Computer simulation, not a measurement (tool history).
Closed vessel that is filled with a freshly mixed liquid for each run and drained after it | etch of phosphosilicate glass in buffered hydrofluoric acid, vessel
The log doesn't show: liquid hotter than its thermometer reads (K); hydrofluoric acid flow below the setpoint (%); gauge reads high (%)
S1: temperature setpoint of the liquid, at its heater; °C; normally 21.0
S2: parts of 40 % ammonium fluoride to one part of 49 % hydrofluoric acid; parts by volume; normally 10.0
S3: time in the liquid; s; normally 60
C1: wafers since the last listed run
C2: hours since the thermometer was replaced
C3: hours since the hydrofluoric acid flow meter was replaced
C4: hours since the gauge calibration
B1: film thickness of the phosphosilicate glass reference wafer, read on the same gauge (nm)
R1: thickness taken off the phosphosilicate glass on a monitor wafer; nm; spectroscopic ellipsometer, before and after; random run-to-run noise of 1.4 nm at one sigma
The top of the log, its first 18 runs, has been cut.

{"run": 19, "hour": 844.1, "S1": 21.0, "S2": 10.0, "S3": 60, "C1": 3500, "C2": 57.1, "C3": 295.9, "C4": 697.6, "B1": 49.99, "R1": 153.82}
{"run": 20, "hour": 901.8, "S1": 21.0, "S2": 10.0, "S3": 40, "C1": 7537, "C2": 114.8, "C3": 353.6, "C4": 755.3, "B1": 49.99, "R1": 103.09}
{"run": 21, "hour": 952.1, "S1": 17.0, "S2": 8.5, "S3": 30, "C1": 6570, "C2": 165.1, "C3": 403.9, "C4": 805.6, "B1": 49.98, "R1": 70.64}
{"run": 22, "hour": 1157.3, "S1": 22.5, "S2": 10.0, "S3": 60, "C1": 26805, "C2": 370.3, "C3": 609.1, "C4": 1010.8, "B1": 50.0, "R1": 170.63}
{"hour": 1187.2, "done": "gauge calibrated"}
{"run": 23, "hour": 1208.1, "S1": 24.5, "S2": 11.5, "S3": 85, "C1": 6636, "C2": 421.1, "C3": 659.9, "C4": 20.9, "B1": 50.01, "R1": 235.6}
{"run": 24, "hour": 1255.8, "S1": 21.0, "S2": 10.0, "S3": 30, "C1": 6231, "C2": 468.8, "C3": 707.6, "C4": 68.6, "B1": 50.0, "R1": 77.5}
{"run": 25, "hour": 1296.1, "S1": 21.0, "S2": 10.0, "S3": 60, "C1": 5264, "C2": 509.1, "C3": 747.9, "C4": 108.9, "B1": 50.01, "R1": 155.02}
{"run": 26, "hour": 1344.0, "S1": 21.0, "S2": 13.0, "S3": 75, "C1": 6257, "C2": 557.0, "C3": 795.8, "C4": 156.8, "B1": 50.0, "R1": 150.83}
{"run": 27, "hour": 1382.2, "S1": 21.0, "S2": 10.0, "S3": 60, "C1": 4990, "C2": 595.2, "C3": 834.0, "C4": 195.0, "B1": 49.99, "R1": 158.04}
{"run": 28, "hour": 1445.1, "S1": 21.0, "S2": 10.0, "S3": 60, "C1": 8216, "C2": 658.1, "C3": 896.9, "C4": 257.9, "B1": 49.99, "R1": 157.63}
{"run": 29, "hour": 1487.8, "S1": 23.5, "S2": 10.0, "S3": 60, "C1": 5578, "C2": 700.8, "C3": 939.6, "C4": 300.6, "B1": 49.99, "R1": 181.38}
{"run": 30, "hour": 1539.2, "S1": 25.5, "S2": 8.0, "S3": 60, "C1": 6714, "C2": 752.2, "C3": 991.0, "C4": 352.0, "B1": 49.98, "R1": 246.46}
{"run": 31, "hour": 1580.2, "S1": 21.0, "S2": 7.0, "S3": 30, "C1": 5355, "C2": 793.2, "C3": 1032.0, "C4": 393.0, "B1": 50.02, "R1": 109.25}
{"run": 32, "hour": 1622.4, "S1": 19.0, "S2": 8.5, "S3": 60, "C1": 5512, "C2": 835.4, "C3": 1074.2, "C4": 435.2, "B1": 50.0, "R1": 160.45}

Here are 4 independent what-if runs from the current tool condition. What would each one return?
{"run": "A", "hour": 1623.1, "S1": 21.0, "S2": 10.0, "S3": 45, "C1": 91, "C2": 836.1, "C3": 1074.9, "C4": 435.9, "B1": "?", "R1": "?"}
{"run": "B", "hour": 1623.1, "S1": 17.0, "S2": 8.5, "S3": 60, "C1": 91, "C2": 836.1, "C3": 1074.9, "C4": 435.9, "B1": "?", "R1": "?"}
{"run": "C", "hour": 1623.1, "S1": 23.0, "S2": 9.0, "S3": 60, "C1": 91, "C2": 836.1, "C3": 1074.9, "C4": 435.9, "B1": "?", "R1": "?"}
{"run": "D", "hour": 1623.1, "S1": 21.0, "S2": 7.5, "S3": 60, "C1": 91, "C2": 836.1, "C3": 1074.9, "C4": 435.9, "B1": "?", "R1": "?"}

run=A B1=50.01 R1=118.32
run=B B1=50.01 R1=143.32
run=C B1=50.01 R1=188.17
run=D B1=50.01 R1=205.41
Without the tool's unlogged condition, the same runs would have read:
run=A R1=114.19
run=B R1=138.19
run=C R1=181.70
run=D R1=198.25
